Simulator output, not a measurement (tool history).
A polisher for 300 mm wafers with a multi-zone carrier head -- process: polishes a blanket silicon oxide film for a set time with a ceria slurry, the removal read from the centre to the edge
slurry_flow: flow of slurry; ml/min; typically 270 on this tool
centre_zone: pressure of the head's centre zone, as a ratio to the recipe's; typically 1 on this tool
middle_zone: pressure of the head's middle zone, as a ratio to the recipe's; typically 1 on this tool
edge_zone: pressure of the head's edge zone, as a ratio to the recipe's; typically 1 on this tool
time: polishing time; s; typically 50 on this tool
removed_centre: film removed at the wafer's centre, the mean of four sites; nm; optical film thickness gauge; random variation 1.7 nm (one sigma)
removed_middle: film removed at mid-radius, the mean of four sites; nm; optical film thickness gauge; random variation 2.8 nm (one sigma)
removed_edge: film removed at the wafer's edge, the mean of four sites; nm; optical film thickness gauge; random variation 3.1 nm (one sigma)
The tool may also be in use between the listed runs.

run	hour	slurry_flow	centre_zone	middle_zone	edge_zone	time	incoming thickness of the incoming film, nm	removed_centre	removed_middle	removed_edge
1	0	270	1.09	1	1	50	1680.7	255	240.1	233
# hour 14.8: worn pad replaced by a new one
2	58.3	270	1	0.97	1	50	1650.4	246	235	246.3
3	119.3	270	1	0.97	1	50	1644.6	237.1	237.4	231
4	208.9	270	1	0.97	1	50	1672.9	233.6	226.5	236.1
5	267.2	270	1	1	1	50	1646.6	233.5	236.9	232.1
# hour 338.1: worn pad replaced by a new one
6	351.1	270	1	1	0.95	50	1671.3	248.5	245.8	239
# hour 397.6: slurry nozzle cleaned
7	405.6	270	1	1	0.95	50	1671.1	239.6	247.4	231.5
8	456.4	270	1	1	1	46	1680.8	217.1	219.5	213
# hour 528.8: carrier head's membrane replaced by a new one
9	552.1	270	1	1	1	46	1679.8	213.1	216.4	213.3
# hour 590.8: worn pad replaced by a new one
# hour 639.6: edge zone pressure recalibrated
10	640.1	185	0.97	1.07	0.92	50	1670.1	221.5	239.6	227.9
# hour 847.2: worn pad replaced by a new one
11	850	270	1	1	1	50	1643.9	243.4	249.5	242.8
# hour 884.9: centre zone pressure recalibrated
# hour 907.8: slurry nozzle cleaned
12	953.6	335	0.91	1	1	50	1643.4	225.7	245.9	236.1
13	1038.5	270	1	1	0.93	38	1668.7	178.1	180.2	170.6
# hour 1059.7: carrier head's membrane replaced by a new one
14	1146.3	270	1	1	1	50	1662.6	233.6	228.6	232.6
# hour 1176.3: worn pad replaced by a new one
15	1243.7	230	0.92	1.11	1	50	1656.8	221.2	257.1	236.4
16	1345.8	230	0.93	1.07	1	33	1640.5	145.1	160.8	149.6
17	1408.3	270	1	1	1	50	1704.6	231.8	232	226
# hour 1428.4: worn pad replaced by a new one
18	1465.2	270	1	1	1	64	1672.8	310.3	312.8	304.6

For some of the steps in removed_centre from one run to the next: how much would appear even if the tool had no hidden state, given the settings, what came in and random variation, and how much remains for the hidden state plus any gauge scatter that the measured result and the result without hidden state don't share?
The hidden state here: removal rate lost through wear of the pad, %; slurry flow missing at the pad, %; deviation of the centre zone's pressure from its setpoint, %; deviation of the edge zone's pressure from its setpoint, %.
Run 5 -> 6: edge_zone 1 -> 0.95, worn pad replaced by a new one. removed_centre +15 nm: hidden state +13.5, all else +1.5.
Run 16 -> 17: slurry_flow 230 -> 270, centre_zone 0.93 -> 1, middle_zone 1.07 -> 1, time 33 -> 50. removed_centre +86.7 nm: hidden state -9.4, all else +96.1.
